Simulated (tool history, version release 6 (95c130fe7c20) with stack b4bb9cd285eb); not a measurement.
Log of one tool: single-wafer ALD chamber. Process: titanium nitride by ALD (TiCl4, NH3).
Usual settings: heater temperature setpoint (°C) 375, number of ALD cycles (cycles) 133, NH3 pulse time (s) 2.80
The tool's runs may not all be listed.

| run | hour | heater temperature setpoint (°C) | number of ALD cycles (cycles) | NH3 pulse time (s) | wafers since the last listed run | hours since the last thermocouple change | hours since the showerhead was replaced | hours since the gauge calibration | read-back reference wafer on the same gauge, thickness_nm | mean film thickness on the monitor wafer (nm) |
|---|---|---|---|---|---|---|---|---|---|---|
| 1 | 0.0 | 385 | 127 | 2.80 | 0 | 1476.1 | 3138.1 | 189.0 | 2.758 | 2.654 |
|  | 6.1 | gauge calibrated |
| 2 | 6.4 | 385 | 127 | 2.80 | 9 | 1482.5 | 3144.5 | 0.3 | 2.762 | 2.642 |
| 3 | 21.9 | 375 | 133 | 2.80 | 21 | 1498.0 | 3160.0 | 15.8 | 2.759 | 2.746 |
| 4 | 39.3 | 375 | 133 | 2.80 | 24 | 1515.4 | 3177.4 | 33.2 | 2.757 | 2.746 |
| 5 | 52.5 | 375 | 133 | 2.15 | 18 | 1528.6 | 3190.6 | 46.4 | 2.760 | 2.666 |
| 6 | 62.1 | 375 | 133 | 2.80 | 13 | 1538.2 | 3200.2 | 56.0 | 2.756 | 2.747 |
| 7 | 73.2 | 375 | 133 | 2.80 | 15 | 1549.3 | 3211.3 | 67.1 | 2.758 | 2.740 |
|  | 87.7 | showerhead replaced |
| 8 | 88.2 | 375 | 146 | 2.80 | 9 | 1564.3 | 0.5 | 82.1 | 2.761 | 3.024 |
| 9 | 102.6 | 375 | 133 | 2.80 | 20 | 1578.7 | 14.9 | 96.5 | 2.760 | 2.749 |
| 10 | 119.0 | 375 | 133 | 2.80 | 23 | 1595.1 | 31.3 | 112.9 | 2.761 | 2.746 |
|  | 134.5 | thermocouple changed; heater temperature recalibrated |
| 11 | 135.0 | 375 | 133 | 1.98 | 11 | 0.5 | 47.3 | 128.9 | 2.762 | 2.621 |
| 12 | 147.9 | 375 | 133 | 1.98 | 18 | 13.4 | 60.2 | 141.8 | 2.764 | 2.627 |
| 13 | 154.3 | 386 | 133 | 2.80 | 9 | 19.8 | 66.6 | 148.2 | 2.760 | 2.773 |
|  | 164.3 | gauge calibrated |
| 14 | 170.4 | 375 | 133 | 2.80 | 22 | 35.9 | 82.7 | 6.1 | 2.763 | 2.734 |
| 15 | 185.3 | 375 | 149 | 3.67 | 20 | 50.8 | 97.6 | 21.0 | 2.760 | 3.126 |
| 16 | 193.9 | 371 | 133 | 2.80 | 12 | 59.4 | 106.2 | 29.6 | 2.761 | 2.729 |
| 17 | 201.5 | 375 | 133 | 2.80 | 10 | 67.0 | 113.8 | 37.2 | 2.761 | 2.755 |
| 18 | 210.1 | 375 | 159 | 1.69 | 12 | 75.6 | 122.4 | 45.8 | 2.759 | 3.047 |
| 19 | 226.3 | 362 | 145 | 2.80 | 22 | 91.8 | 138.6 | 62.0 | 2.760 | 2.932 |
| 20 | 243.6 | 375 | 133 | 2.80 | 24 | 109.1 | 155.9 | 79.3 | 2.761 | 2.745 |
| 21 | 256.6 | 382 | 124 | 2.80 | 18 | 122.1 | 168.9 | 92.3 | 2.759 | 2.583 |
| 22 | 263.7 | 375 | 158 | 1.78 | 9 | 129.2 | 176.0 | 99.4 | 2.760 | 3.070 |
| 23 | 274.0 | 362 | 145 | 2.80 | 14 | 139.5 | 186.3 | 109.7 | 2.758 | 2.921 |
| 24 | 281.8 | 384 | 133 | 3.89 | 10 | 147.3 | 194.1 | 117.5 | 2.761 | 2.822 |
| 25 | 289.8 | 375 | 123 | 2.80 | 11 | 155.3 | 202.1 | 125.5 | 2.761 | 2.542 |

Forecast each of these 3 alternatives for the next run:
| A | 290.5 | 375 | 133 | 2.80 | 0 | 156.0 | 202.8 | 126.2 | ? | ? |
| B | 290.5 | 389 | 148 | 2.43 | 0 | 156.0 | 202.8 | 126.2 | ? | ? |
| C | 290.5 | 381 | 111 | 2.80 | 0 | 156.0 | 202.8 | 126.2 | ? | ? |

| run | read-back reference wafer on the same gauge, thickness_nm | mean film thickness on the monitor wafer (nm) |
|---|---|---|
| A | 2.757 | 2.753 |
| B | 2.757 | 3.063 |
| C | 2.757 | 2.308 |
Without the tool's hidden state the same runs would have given:
| run | mean film thickness on the monitor wafer (nm) |
|---|---|
| A | 2.753 |
| B | 3.063 |
| C | 2.308 |
